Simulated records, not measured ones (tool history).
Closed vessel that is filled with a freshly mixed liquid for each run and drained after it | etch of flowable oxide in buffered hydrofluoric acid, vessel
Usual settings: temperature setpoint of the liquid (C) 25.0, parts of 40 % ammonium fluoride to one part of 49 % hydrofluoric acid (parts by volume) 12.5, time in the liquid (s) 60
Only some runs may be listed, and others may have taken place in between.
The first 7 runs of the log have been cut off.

run	hour	temperature setpoint of the liquid (C)	parts of 40 % ammonium fluoride to one part of 49 % hydrofluoric acid (parts by volume)	time in the liquid (s)	wafers since the last listed run	hours since the thermometer was replaced	hours since the hydrofluoric acid flow meter was replaced	hours since the gauge calibration	read-back film thickness of the flowable oxide reference wafer, read on the same gauge (nm)	thickness taken off the flowable oxide on a monitor wafer (angstrom)
8	178.8	25.0	11.0	60	3184	3031.9	72.6	594.3	59.22	1368.4
9	203.0	25.0	12.5	50	2703	3056.1	96.8	618.5	59.16	1007.8
10	216.1	25.0	12.5	50	1463	3069.2	109.9	631.6	59.15	1013.5
11	232.1	25.0	12.5	60	1787	3085.2	125.9	647.6	59.11	1205.7
12	254.7	22.5	12.5	60	2525	3107.8	148.5	670.2	59.06	1055.3
13	277.2	25.0	12.5	60	2513	3130.3	171.0	692.7	59.02	1202.9
14	308.5	25.0	12.5	60	3497	3161.6	202.3	724.0	58.96	1194.4
15	325.3	25.0	12.5	60	1877	3178.4	219.1	740.8	58.92	1201.5
16	355.4	25.0	17.0	60	3363	3208.5	249.2	770.9	58.79	887.0
17	372.8	23.0	10.0	30	1944	3225.9	266.6	788.3	58.79	671.4
18	393.2	25.0	12.5	60	2279	3246.3	287.0	808.7	58.76	1198.2
19	420.4	25.0	9.5	30	3039	3273.5	314.2	835.9	58.65	772.5
# hour 424.2: gauge calibrated
20	442.2	25.0	9.5	60	2435	3295.3	336.0	18.0	59.91	1577.5
21	462.8	25.0	8.5	60	2301	3315.9	356.6	38.6	59.91	1729.2
22	474.9	25.0	12.5	60	1351	3328.0	368.7	50.7	59.88	1223.6
# hour 485.2: thermometer replaced
23	492.6	25.0	12.5	40	1865	7.4	386.4	68.4	59.89	812.5
24	514.6	25.0	15.0	90	2458	29.4	408.4	90.4	59.87	1538.0
25	546.7	25.0	16.5	60	3586	61.5	440.5	122.5	59.87	934.5
26	566.7	25.0	12.5	60	2234	81.5	460.5	142.5	59.86	1227.4
27	583.4	21.0	12.5	70	1865	98.2	477.2	159.2	59.86	1143.6
28	607.2	28.5	8.0	50	2659	122.0	501.0	183.0	59.82	1857.5
29	636.1	25.0	9.5	30	3229	150.9	529.9	211.9	59.83	791.4
30	650.1	25.0	12.5	80	1564	164.9	543.9	225.9	59.82	1630.9
31	680.5	28.0	8.5	85	3396	195.3	574.3	256.3	59.80	2900.2

For run 32, what comes out?
32	707.7	28.0	8.0	60	3039	222.5	601.5	283.5	?	?

read-back film thickness of the flowable oxide reference wafer, read on the same gauge (nm): 59.79
thickness taken off the flowable oxide on a monitor wafer (angstrom): 2168.7
On a tool with no hidden condition, and with the same random variation, this run would have come out at thickness taken off the flowable oxide on a monitor wafer (angstrom) 2176.8.

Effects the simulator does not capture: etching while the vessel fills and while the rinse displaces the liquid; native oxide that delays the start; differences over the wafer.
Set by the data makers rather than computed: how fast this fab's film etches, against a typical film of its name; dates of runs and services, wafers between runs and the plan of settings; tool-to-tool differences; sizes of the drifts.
